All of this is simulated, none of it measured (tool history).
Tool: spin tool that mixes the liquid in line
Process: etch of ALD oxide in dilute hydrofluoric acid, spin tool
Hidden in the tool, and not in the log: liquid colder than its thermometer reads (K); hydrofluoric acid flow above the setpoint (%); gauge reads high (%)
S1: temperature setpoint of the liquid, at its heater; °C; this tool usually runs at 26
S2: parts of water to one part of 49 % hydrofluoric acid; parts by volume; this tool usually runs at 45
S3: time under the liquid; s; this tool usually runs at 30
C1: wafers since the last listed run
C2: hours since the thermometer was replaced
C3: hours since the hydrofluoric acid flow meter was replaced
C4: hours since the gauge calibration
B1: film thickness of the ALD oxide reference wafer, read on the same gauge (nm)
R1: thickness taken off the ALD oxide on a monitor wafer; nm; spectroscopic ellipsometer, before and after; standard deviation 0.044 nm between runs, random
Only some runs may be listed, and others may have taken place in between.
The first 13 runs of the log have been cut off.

{"run": 14, "day": 37.075, "S1": 26, "S2": 35, "S3": 15, "C1": 724, "C2": 80.5, "C3": 60.9, "C4": 495.6, "B1": 69.99, "R1": 6.45}
{"run": 15, "day": 40.421, "S1": 24, "S2": 50, "S3": 30, "C1": 996, "C2": 160.8, "C3": 141.2, "C4": 575.9, "B1": 70.01, "R1": 8.12}
{"run": 16, "day": 43.008, "S1": 26, "S2": 45, "S3": 30, "C1": 770, "C2": 222.9, "C3": 203.3, "C4": 638, "B1": 70.04, "R1": 9.89}
{"run": 17, "day": 45.412, "S1": 23, "S2": 35, "S3": 50, "C1": 716, "C2": 280.6, "C3": 261, "C4": 695.7, "B1": 69.97, "R1": 18.93}
{"run": 18, "day": 47.021, "S1": 30, "S2": 25, "S3": 15, "C1": 479, "C2": 319.2, "C3": 299.6, "C4": 734.3, "B1": 69.99, "R1": 10.78}
{"run": 19, "day": 51.083, "S1": 30, "S2": 45, "S3": 45, "C1": 1210, "C2": 416.7, "C3": 397.1, "C4": 831.8, "B1": 70.02, "R1": 17.27}
{"run": 20, "day": 54.562, "S1": 26, "S2": 25, "S3": 30, "C1": 1036, "C2": 500.2, "C3": 480.6, "C4": 915.3, "B1": 70.05, "R1": 18.37}
{"run": 21, "day": 57.983, "S1": 26, "S2": 45, "S3": 30, "C1": 1018, "C2": 582.3, "C3": 562.7, "C4": 997.4, "B1": 70, "R1": 9.8}
{"run": 22, "day": 60.246, "S1": 23.5, "S2": 65, "S3": 35, "C1": 673, "C2": 636.6, "C3": 617, "C4": 1051.7, "B1": 70, "R1": 6.98}
{"run": 23, "day": 62.446, "S1": 31, "S2": 55, "S3": 15, "C1": 655, "C2": 689.4, "C3": 669.8, "C4": 1104.5, "B1": 69.99, "R1": 4.82}
{"run": 24, "day": 66.762, "S1": 26, "S2": 45, "S3": 30, "C1": 1285, "C2": 793, "C3": 773.4, "C4": 1208.1, "B1": 69.99, "R1": 9.86}
{"run": 25, "day": 69.425, "S1": 26, "S2": 40, "S3": 30, "C1": 793, "C2": 856.9, "C3": 837.3, "C4": 1272, "B1": 69.98, "R1": 11.1}
{"run": 26, "day": 72.429, "S1": 26, "S2": 55, "S3": 40, "C1": 894, "C2": 929, "C3": 909.4, "C4": 1344.1, "B1": 70.01, "R1": 10.51}

The next listed run, before its measurement:
{"run": 27, "day": 76.529, "S1": 26, "S2": 30, "S3": 45, "C1": 1221, "C2": 1027.4, "C3": 1007.8, "C4": 1442.5, "B1": "?", "R1": "?"}

{"run 27": {"B1": 70.03, "R1": 22.55}}
On a tool with no hidden condition, and with the same random variation, this run would have come out at R1 22.87 nm.
